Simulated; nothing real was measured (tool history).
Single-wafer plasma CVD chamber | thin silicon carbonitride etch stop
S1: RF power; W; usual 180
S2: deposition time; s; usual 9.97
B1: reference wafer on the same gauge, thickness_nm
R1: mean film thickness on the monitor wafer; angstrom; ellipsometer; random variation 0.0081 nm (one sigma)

| run | hour | S1 | S2 | B1 | R1 |
|---|---|---|---|---|---|
| 1 | 0 | 180 | 9.97 | 6.502 | 53.16 |
| 2 | 71.1 | 180 | 9.97 | 6.5 | 53.12 |
| 3 | 132 | 180 | 9.97 | 6.5 | 53.18 |
| 4 | 196 | 180 | 9.97 | 6.502 | 53.05 |
| 5 | 244.8 | 180 | 9.97 | 6.5 | 52.96 |
|  | 295.3 | RF generator calibrated |
| 6 | 321.9 | 205 | 9.97 | 6.498 | 56.74 |
| 7 | 387.1 | 205 | 9.97 | 6.499 | 56.79 |
|  | 400.6 | thermocouple changed; heater temperature recalibrated |
| 8 | 449.6 | 195 | 10.68 | 6.501 | 59.62 |
|  | 465.3 | gauge calibrated |
| 9 | 499.1 | 205 | 9.97 | 6.501 | 56.71 |
| 10 | 558.9 | 215 | 10.66 | 6.496 | 61.57 |
|  | 575.8 | showerhead replaced |
| 11 | 595.4 | 150 | 9.32 | 6.499 | 47.35 |
| 12 | 643.4 | 180 | 9.45 | 6.5 | 51.48 |
| 13 | 752.4 | 155 | 9.97 | 6.501 | 51.18 |
| 14 | 795.7 | 145 | 9.32 | 6.499 | 46.87 |
| 15 | 839.9 | 180 | 9.97 | 6.497 | 54.27 |

4 ways to go on from here, each from the tool as it stands after run 15. What would each give?
| A | 840.3 | 195 | 9.97 | ? | ? |
| B | 840.3 | 215 | 10.76 | ? | ? |
| C | 840.3 | 195 | 10.84 | ? | ? |
| D | 840.3 | 145 | 8.82 | ? | ? |

| run | B1 | R1 |
|---|---|---|
| A | 6.498 | 55.61 |
| B | 6.498 | 62.07 |
| C | 6.498 | 60.46 |
| D | 6.498 | 44.25 |
Without the tool's hidden state the same runs would have given:
| run | R1 |
|---|---|
| A | 55.74 |
| B | 62.22 |
| C | 60.6 |
| D | 44.35 |
